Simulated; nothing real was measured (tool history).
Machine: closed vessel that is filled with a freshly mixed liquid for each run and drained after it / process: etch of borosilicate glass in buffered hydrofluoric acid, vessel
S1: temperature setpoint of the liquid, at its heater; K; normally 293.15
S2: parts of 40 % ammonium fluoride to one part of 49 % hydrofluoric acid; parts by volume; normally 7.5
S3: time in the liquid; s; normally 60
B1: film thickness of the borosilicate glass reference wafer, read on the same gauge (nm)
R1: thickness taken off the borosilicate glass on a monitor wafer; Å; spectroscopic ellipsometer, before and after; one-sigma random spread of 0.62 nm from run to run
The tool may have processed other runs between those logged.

{"run": 1, "hour": 0.0, "S1": 293.15, "S2": 7.5, "S3": 60, "B1": 119.98, "R1": 806.2}
{"hour": 42.8, "done": "hydrofluoric acid flow meter replaced"}
{"run": 2, "hour": 69.2, "S1": 291.65, "S2": 7.5, "S3": 60, "B1": 120, "R1": 759.6}
{"run": 3, "hour": 129.1, "S1": 293.15, "S2": 7.5, "S3": 40, "B1": 119.99, "R1": 535.4}
{"run": 4, "hour": 191.3, "S1": 293.15, "S2": 7.5, "S3": 40, "B1": 119.98, "R1": 543.1}
{"run": 5, "hour": 322.9, "S1": 293.15, "S2": 7.5, "S3": 60, "B1": 119.98, "R1": 814.8}
{"run": 6, "hour": 380.6, "S1": 293.15, "S2": 7.5, "S3": 60, "B1": 119.99, "R1": 823.1}
{"run": 7, "hour": 447.9, "S1": 293.15, "S2": 7.5, "S3": 60, "B1": 119.98, "R1": 819.1}
{"run": 8, "hour": 473.2, "S1": 293.15, "S2": 7.5, "S3": 60, "B1": 119.99, "R1": 820.9}
{"run": 9, "hour": 515.1, "S1": 293.15, "S2": 7.5, "S3": 60, "B1": 120.02, "R1": 825.7}
{"run": 10, "hour": 566.3, "S1": 293.15, "S2": 7.5, "S3": 60, "B1": 120.02, "R1": 821.6}
{"run": 11, "hour": 607.8, "S1": 293.15, "S2": 7.5, "S3": 60, "B1": 120.03, "R1": 822}
{"run": 12, "hour": 670.8, "S1": 293.15, "S2": 7.5, "S3": 60, "B1": 119.99, "R1": 809.6}
{"run": 13, "hour": 722.1, "S1": 293.15, "S2": 7.5, "S3": 90, "B1": 120.01, "R1": 1213.7}
{"run": 14, "hour": 780.5, "S1": 293.15, "S2": 7.5, "S3": 90, "B1": 120.01, "R1": 1250.7}
{"hour": 809.1, "done": "thermometer replaced"}
{"run": 15, "hour": 832.1, "S1": 291.65, "S2": 7.5, "S3": 70, "B1": 119.97, "R1": 839.7}
{"run": 16, "hour": 877.4, "S1": 293.15, "S2": 7.5, "S3": 60, "B1": 119.97, "R1": 795.4}
{"run": 17, "hour": 920.5, "S1": 293.15, "S2": 5, "S3": 40, "B1": 120, "R1": 764.1}
{"run": 18, "hour": 946.4, "S1": 293.15, "S2": 7.5, "S3": 40, "B1": 119.99, "R1": 526.7}
{"run": 19, "hour": 991.5, "S1": 293.15, "S2": 7.5, "S3": 60, "B1": 120.03, "R1": 791.7}
{"run": 20, "hour": 1043.9, "S1": 294.65, "S2": 7.5, "S3": 35, "B1": 119.97, "R1": 491.3}
{"hour": 1062.9, "done": "hydrofluoric acid flow meter replaced"}
{"run": 21, "hour": 1075.6, "S1": 293.15, "S2": 5, "S3": 60, "B1": 120.01, "R1": 1169.9}
{"run": 22, "hour": 1124.7, "S1": 297.15, "S2": 10.5, "S3": 60, "B1": 120, "R1": 709.6}
{"run": 23, "hour": 1167.9, "S1": 293.15, "S2": 7.5, "S3": 60, "B1": 119.99, "R1": 795.1}
{"run": 24, "hour": 1213.9, "S1": 291.15, "S2": 9, "S3": 60, "B1": 120, "R1": 586.3}
{"run": 25, "hour": 1253.1, "S1": 295.65, "S2": 7.5, "S3": 60, "B1": 119.99, "R1": 897.8}
{"hour": 1253.6, "done": "gauge calibrated"}
{"run": 26, "hour": 1462.0, "S1": 290.15, "S2": 5, "S3": 35, "B1": 120.01, "R1": 578.7}
{"run": 27, "hour": 1491.0, "S1": 297.65, "S2": 10, "S3": 60, "B1": 119.99, "R1": 774}
{"run": 28, "hour": 1516.5, "S1": 290.15, "S2": 7.5, "S3": 60, "B1": 120.02, "R1": 673}
{"run": 29, "hour": 1686.3, "S1": 293.15, "S2": 7.5, "S3": 30, "B1": 120, "R1": 397.5}
{"run": 30, "hour": 1735.5, "S1": 290.15, "S2": 5, "S3": 60, "B1": 119.97, "R1": 986.3}
{"run": 31, "hour": 1766.1, "S1": 295.65, "S2": 9, "S3": 45, "B1": 120, "R1": 568}
{"run": 32, "hour": 1829.5, "S1": 293.15, "S2": 8.5, "S3": 95, "B1": 119.98, "R1": 1099.6}
{"run": 33, "hour": 1869.9, "S1": 296.15, "S2": 5.5, "S3": 70, "B1": 119.98, "R1": 1480.2}

The same runs without the tool's hidden state, with the same run-to-run variation:
The hidden state here: liquid hotter than its thermometer reads (K); hydrofluoric acid flow above the setpoint (%); gauge reads high (%).
run=1 R1=777.3
run=2 R1=731.3
run=3 R1=515.1
run=4 R1=522
run=5 R1=780.9
run=6 R1=788.1
run=7 R1=783.4
run=8 R1=784.7
run=9 R1=788.4
run=10 R1=784.1
run=11 R1=783.6
run=12 R1=770.9
run=13 R1=1154.5
run=14 R1=1188.4
run=15 R1=834.2
run=16 R1=789.3
run=17 R1=758
run=18 R1=522.1
run=19 R1=784
run=20 R1=486
run=21 R1=1156.7
run=22 R1=701.3
run=23 R1=784.8
run=24 R1=578.3
run=25 R1=884.9
run=26 R1=568
run=27 R1=759.7
run=28 R1=659.7
run=29 R1=388.5
run=30 R1=962.8
run=31 R1=554.4
run=32 R1=1071.7
run=33 R1=1442.9
